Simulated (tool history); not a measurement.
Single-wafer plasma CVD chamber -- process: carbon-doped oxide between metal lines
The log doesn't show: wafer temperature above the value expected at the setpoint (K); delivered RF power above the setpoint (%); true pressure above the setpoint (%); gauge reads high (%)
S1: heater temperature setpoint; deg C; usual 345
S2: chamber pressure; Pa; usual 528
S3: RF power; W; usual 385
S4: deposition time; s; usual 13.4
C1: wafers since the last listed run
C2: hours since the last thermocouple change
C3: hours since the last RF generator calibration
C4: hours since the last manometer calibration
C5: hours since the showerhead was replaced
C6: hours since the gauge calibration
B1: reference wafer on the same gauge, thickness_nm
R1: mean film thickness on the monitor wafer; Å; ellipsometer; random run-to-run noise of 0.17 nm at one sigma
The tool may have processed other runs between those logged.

run,hour,S1,S2,S3,S4,C1,C2,C3,C4,C5,C6,B1,R1
1,0,345,528,385,13.4,0,2102.9,1443.7,84.9,49.6,73.8,55.782,506.41
2,45.2,345,528,385,13.4,1217,2148.1,1488.9,130.1,94.8,119,55.779,505.19
3,115.8,345,528,385,13.4,1901,2218.7,1559.5,200.7,165.4,189.6,55.824,508.6
4,165.5,345,528,385,13.4,1338,2268.4,1609.2,250.4,215.1,239.3,55.806,501.76
5,228.1,345,528,385,13.4,1686,2331,1671.8,313,277.7,301.9,55.803,504.82
6,335.6,345,528,385,14.4,2895,2438.5,1779.3,420.5,385.2,409.4,55.784,542.34
7,439.1,349,528,385,13.4,2788,2542,1882.8,524,488.7,512.9,55.778,502.27
8,495.7,345,528,385,13.4,1524,2598.6,1939.4,580.6,545.3,569.5,55.833,506.14
# hour 527.5: thermocouple changed; heater temperature recalibrated
9,599.6,345,528,385,13.4,2583,72.1,2043.3,684.5,649.2,673.4,55.833,509.79
# hour 665.2: RF generator calibrated
10,665.7,358,429,385,11.2,1565,138.2,0.5,750.6,715.3,739.5,55.828,409.22
11,716.2,335,644,430,15.3,1360,188.7,51,801.1,765.8,790,55.828,683.41
12,801.7,345,528,385,14.7,2303,274.2,136.5,886.6,851.3,875.5,55.781,558.91
13,889.2,345,528,385,13.4,2357,361.7,224,974.1,938.8,963,55.8,510.32
14,952.3,345,633,435,13.4,1699,424.8,287.1,1037.2,1001.9,1026.1,55.747,584.15
15,1031.6,351,489,385,14.8,2136,504.1,366.4,1116.5,1081.2,1105.4,55.797,550.31
16,1117.8,349,620,330,14.2,2322,590.3,452.6,1202.7,1167.4,1191.6,55.788,466.97
17,1161.6,355,528,405,15.6,1179,634.1,496.4,1246.5,1211.2,1235.4,55.82,605.1
18,1209.9,332,647,455,13.4,1301,682.4,544.7,1294.8,1259.5,1283.7,55.823,629.97
# hour 1235.6: capacitance manometer re-zeroed and calibrated
19,1263.6,345,592,385,13.4,1231,736.1,598.4,28,1313.2,1337.4,55.831,517.2
20,1311.3,345,528,385,13.4,1284,783.8,646.1,75.7,1360.9,1385.1,55.775,510.01
21,1352.5,345,528,385,13.4,1109,825,687.3,116.9,1402.1,1426.3,55.798,508.3
22,1592.5,345,607,385,13.4,6465,1065,927.3,356.9,1642.1,1666.3,55.838,518.51
23,1673.4,345,528,460,13.4,2179,1145.9,1008.2,437.8,1723,1747.2,55.788,596.32
24,1727.8,345,611,385,14.7,1465,1200.3,1062.6,492.2,1777.4,1801.6,55.818,565.7
25,1773.3,345,528,385,13.4,1225,1245.8,1108.1,537.7,1822.9,1847.1,55.786,508.9
26,1819.8,360,528,385,10.9,1252,1292.3,1154.6,584.2,1869.4,1893.6,55.797,400.82

What does the tool deliver on the next run?
27,1893.1,331,584,360,11.3,1974,1365.6,1227.9,657.5,1942.7,1966.9,?,?

Run 27 gave B1 55.808, R1 422.62 Å.
Were there no unlogged condition in the tool, this run, its random variation unchanged, would have produced R1 428.75 Å.
